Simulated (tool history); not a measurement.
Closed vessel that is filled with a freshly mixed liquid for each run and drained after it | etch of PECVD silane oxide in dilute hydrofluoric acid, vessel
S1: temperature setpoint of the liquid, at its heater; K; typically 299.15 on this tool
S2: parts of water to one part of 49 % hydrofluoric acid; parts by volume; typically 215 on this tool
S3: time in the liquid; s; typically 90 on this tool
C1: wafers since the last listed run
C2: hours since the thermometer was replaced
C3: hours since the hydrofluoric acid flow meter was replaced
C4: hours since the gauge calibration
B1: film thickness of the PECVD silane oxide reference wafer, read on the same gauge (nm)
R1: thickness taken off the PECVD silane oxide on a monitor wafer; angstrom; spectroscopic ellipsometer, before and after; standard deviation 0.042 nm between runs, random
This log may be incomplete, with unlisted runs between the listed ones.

{"run": 1, "hour": 0.0, "S1": 299.15, "S2": 135, "S3": 90, "C1": 0, "C2": 1437.2, "C3": 864.2, "C4": 191.9, "B1": 89.98, "R1": 232.3}
{"run": 2, "hour": 9.5, "S1": 299.15, "S2": 215, "S3": 90, "C1": 658, "C2": 1446.7, "C3": 873.7, "C4": 201.4, "B1": 90.02, "R1": 132.5}
{"run": 3, "hour": 17.4, "S1": 299.15, "S2": 215, "S3": 90, "C1": 547, "C2": 1454.6, "C3": 881.6, "C4": 209.3, "B1": 90.01, "R1": 133.1}
{"run": 4, "hour": 29.0, "S1": 299.15, "S2": 215, "S3": 90, "C1": 803, "C2": 1466.2, "C3": 893.2, "C4": 220.9, "B1": 90.0, "R1": 132.7}
{"run": 5, "hour": 41.5, "S1": 299.15, "S2": 240, "S3": 90, "C1": 865, "C2": 1478.7, "C3": 905.7, "C4": 233.4, "B1": 90.01, "R1": 115.0}
{"run": 6, "hour": 54.9, "S1": 299.15, "S2": 215, "S3": 90, "C1": 928, "C2": 1492.1, "C3": 919.1, "C4": 246.8, "B1": 89.99, "R1": 132.2}
{"run": 7, "hour": 70.4, "S1": 299.15, "S2": 215, "S3": 90, "C1": 1073, "C2": 1507.6, "C3": 934.6, "C4": 262.3, "B1": 89.98, "R1": 131.4}
{"run": 8, "hour": 80.7, "S1": 299.15, "S2": 215, "S3": 90, "C1": 713, "C2": 1517.9, "C3": 944.9, "C4": 272.6, "B1": 90.0, "R1": 131.9}
{"run": 9, "hour": 95.1, "S1": 299.15, "S2": 215, "S3": 90, "C1": 997, "C2": 1532.3, "C3": 959.3, "C4": 287.0, "B1": 90.0, "R1": 132.2}
{"run": 10, "hour": 103.1, "S1": 299.15, "S2": 215, "S3": 90, "C1": 554, "C2": 1540.3, "C3": 967.3, "C4": 295.0, "B1": 89.99, "R1": 131.9}
{"hour": 105.5, "done": "gauge calibrated"}
{"run": 11, "hour": 116.5, "S1": 299.15, "S2": 265, "S3": 110, "C1": 928, "C2": 1553.7, "C3": 980.7, "C4": 11.0, "B1": 89.99, "R1": 123.5}
{"run": 12, "hour": 126.5, "S1": 299.15, "S2": 215, "S3": 90, "C1": 692, "C2": 1563.7, "C3": 990.7, "C4": 21.0, "B1": 90.01, "R1": 131.2}
{"run": 13, "hour": 141.8, "S1": 294.65, "S2": 120, "S3": 140, "C1": 1059, "C2": 1579.0, "C3": 1006.0, "C4": 36.3, "B1": 90.0, "R1": 351.0}
{"run": 14, "hour": 151.7, "S1": 299.15, "S2": 215, "S3": 70, "C1": 685, "C2": 1588.9, "C3": 1015.9, "C4": 46.2, "B1": 89.99, "R1": 103.0}
{"hour": 168.6, "done": "hydrofluoric acid flow meter replaced"}
{"run": 15, "hour": 169.1, "S1": 301.65, "S2": 215, "S3": 110, "C1": 1136, "C2": 1606.3, "C3": 0.5, "C4": 63.6, "B1": 90.0, "R1": 187.1}
{"run": 16, "hour": 177.1, "S1": 299.15, "S2": 215, "S3": 90, "C1": 554, "C2": 1614.3, "C3": 8.5, "C4": 71.6, "B1": 90.0, "R1": 141.3}
{"hour": 180.9, "done": "thermometer replaced"}
{"run": 17, "hour": 192.4, "S1": 295.65, "S2": 320, "S3": 70, "C1": 990, "C2": 11.5, "C3": 23.8, "C4": 86.9, "B1": 90.0, "R1": 53.3}
{"run": 18, "hour": 205.5, "S1": 299.15, "S2": 215, "S3": 90, "C1": 907, "C2": 24.6, "C3": 36.9, "C4": 100.0, "B1": 90.02, "R1": 128.5}

Estimate the outcome of run 19 from the log above:
{"run": 19, "hour": 220.6, "S1": 304.15, "S2": 215, "S3": 90, "C1": 1046, "C2": 39.7, "C3": 52.0, "C4": 115.1, "B1": "?", "R1": "?"}

Logged for run 19: B1 89.99, R1 152.3 angstrom.
With the hidden condition absent and the run-to-run variation left alone, this run would have shown R1 151.8 angstrom.
